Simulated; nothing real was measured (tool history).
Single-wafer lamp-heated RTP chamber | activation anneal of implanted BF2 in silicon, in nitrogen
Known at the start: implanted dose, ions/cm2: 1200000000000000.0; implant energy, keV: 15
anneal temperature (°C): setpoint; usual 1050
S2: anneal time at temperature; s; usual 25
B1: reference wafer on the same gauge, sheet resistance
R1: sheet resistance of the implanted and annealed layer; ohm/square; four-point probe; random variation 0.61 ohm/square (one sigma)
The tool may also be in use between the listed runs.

run 1 hour=0.0 | anneal_temperature_(°C)=1050 S2=25 | B1=134.10 | R1=140.23
-- hour=45.0 pyrometer window cleaned and pyrometer calibrated
run 2 hour=89.0 | anneal_temperature_(°C)=1050 S2=25 | B1=134.89 | R1=141.02
run 3 hour=119.7 | anneal_temperature_(°C)=1050 S2=25 | B1=134.86 | R1=140.38
run 4 hour=151.3 | anneal_temperature_(°C)=1050 S2=30 | B1=135.20 | R1=138.28
-- hour=161.0 reflector plate cleaned
run 5 hour=175.4 | anneal_temperature_(°C)=1050 S2=30 | B1=135.31 | R1=139.16
run 6 hour=191.5 | anneal_temperature_(°C)=1067 S2=25 | B1=135.46 | R1=126.91
-- hour=206.2 gauge calibrated
run 7 hour=222.6 | anneal_temperature_(°C)=1067 S2=25 | B1=132.18 | R1=124.02
run 8 hour=244.1 | anneal_temperature_(°C)=1067 S2=25 | B1=132.44 | R1=123.81
-- hour=275.2 pyrometer window cleaned and pyrometer calibrated
run 9 hour=275.9 | anneal_temperature_(°C)=1050 S2=25 | B1=132.39 | R1=139.76
run 10 hour=296.0 | anneal_temperature_(°C)=1043 S2=25 | B1=132.36 | R1=144.36
run 11 hour=310.7 | anneal_temperature_(°C)=1043 S2=25 | B1=132.70 | R1=143.55
run 12 hour=339.7 | anneal_temperature_(°C)=1057 S2=25 | B1=132.82 | R1=133.13
run 13 hour=357.1 | anneal_temperature_(°C)=1057 S2=25 | B1=132.76 | R1=133.23
run 14 hour=389.9 | anneal_temperature_(°C)=1064 S2=25 | B1=132.98 | R1=127.37
run 15 hour=408.5 | anneal_temperature_(°C)=1064 S2=25 | B1=133.34 | R1=126.94
run 16 hour=439.6 | anneal_temperature_(°C)=1072 S2=25 | B1=133.17 | R1=120.74
-- hour=466.4 pyrometer window cleaned and pyrometer calibrated
run 17 hour=472.3 | anneal_temperature_(°C)=1050 S2=25 | B1=133.41 | R1=139.46
run 18 hour=494.1 | anneal_temperature_(°C)=1028 S2=40 | B1=133.59 | R1=143.97
run 19 hour=523.1 | anneal_temperature_(°C)=1050 S2=25 | B1=133.52 | R1=140.20
run 20 hour=550.3 | anneal_temperature_(°C)=1025 S2=30 | B1=133.67 | R1=154.57
run 21 hour=565.9 | anneal_temperature_(°C)=1079 S2=25 | B1=133.81 | R1=117.00
run 22 hour=627.4 | anneal_temperature_(°C)=1069 S2=13 | B1=134.21 | R1=138.83
run 23 hour=661.6 | anneal_temperature_(°C)=1035 S2=30 | B1=134.54 | R1=147.74
-- hour=675.8 pyrometer window cleaned and pyrometer calibrated
run 24 hour=692.2 | anneal_temperature_(°C)=1050 S2=25 | B1=134.67 | R1=141.61
run 25 hour=711.0 | anneal_temperature_(°C)=1042 S2=12 | B1=134.64 | R1=164.72
-- hour=734.9 reflector plate cleaned
-- hour=755.4 gauge calibrated
run 26 hour=768.2 | anneal_temperature_(°C)=1021 S2=30 | B1=132.08 | R1=156.19
run 27 hour=793.7 | anneal_temperature_(°C)=1050 S2=25 | B1=132.08 | R1=138.18
run 28 hour=812.6 | anneal_temperature_(°C)=1029 S2=34 | B1=132.41 | R1=145.43
run 29 hour=830.9 | anneal_temperature_(°C)=1041 S2=29 | B1=132.29 | R1=141.53
-- hour=862.2 pyrometer window cleaned and pyrometer calibrated
run 30 hour=900.9 | anneal_temperature_(°C)=1050 S2=25 | B1=132.74 | R1=138.77
run 31 hour=927.6 | anneal_temperature_(°C)=1074 S2=25 | B1=132.91 | R1=118.70
run 32 hour=959.0 | anneal_temperature_(°C)=1065 S2=18 | B1=132.97 | R1=134.36
run 33 hour=993.1 | anneal_temperature_(°C)=1041 S2=25 | B1=133.05 | R1=145.86
run 34 hour=1009.0 | anneal_temperature_(°C)=1076 S2=37 | B1=133.38 | R1=110.40
run 35 hour=1038.1 | anneal_temperature_(°C)=1050 S2=33 | B1=133.49 | R1=133.78

3 ways to go on from here, each from the tool as it stands after run 35. What would each give?
run A hour=1038.5 | anneal_temperature_(°C)=1050 S2=25 | B1=? | R1=?
run B hour=1038.5 | anneal_temperature_(°C)=1025 S2=34 | B1=? | R1=?
run C hour=1038.5 | anneal_temperature_(°C)=1062 S2=25 | B1=? | R1=?

run=A B1=133.52 R1=140.17
run=B B1=133.52 R1=150.69
run=C B1=133.52 R1=129.78
Without the tool's hidden state the same runs would have given:
run=A R1=138.62
run=B R1=149.03
run=C R1=128.35

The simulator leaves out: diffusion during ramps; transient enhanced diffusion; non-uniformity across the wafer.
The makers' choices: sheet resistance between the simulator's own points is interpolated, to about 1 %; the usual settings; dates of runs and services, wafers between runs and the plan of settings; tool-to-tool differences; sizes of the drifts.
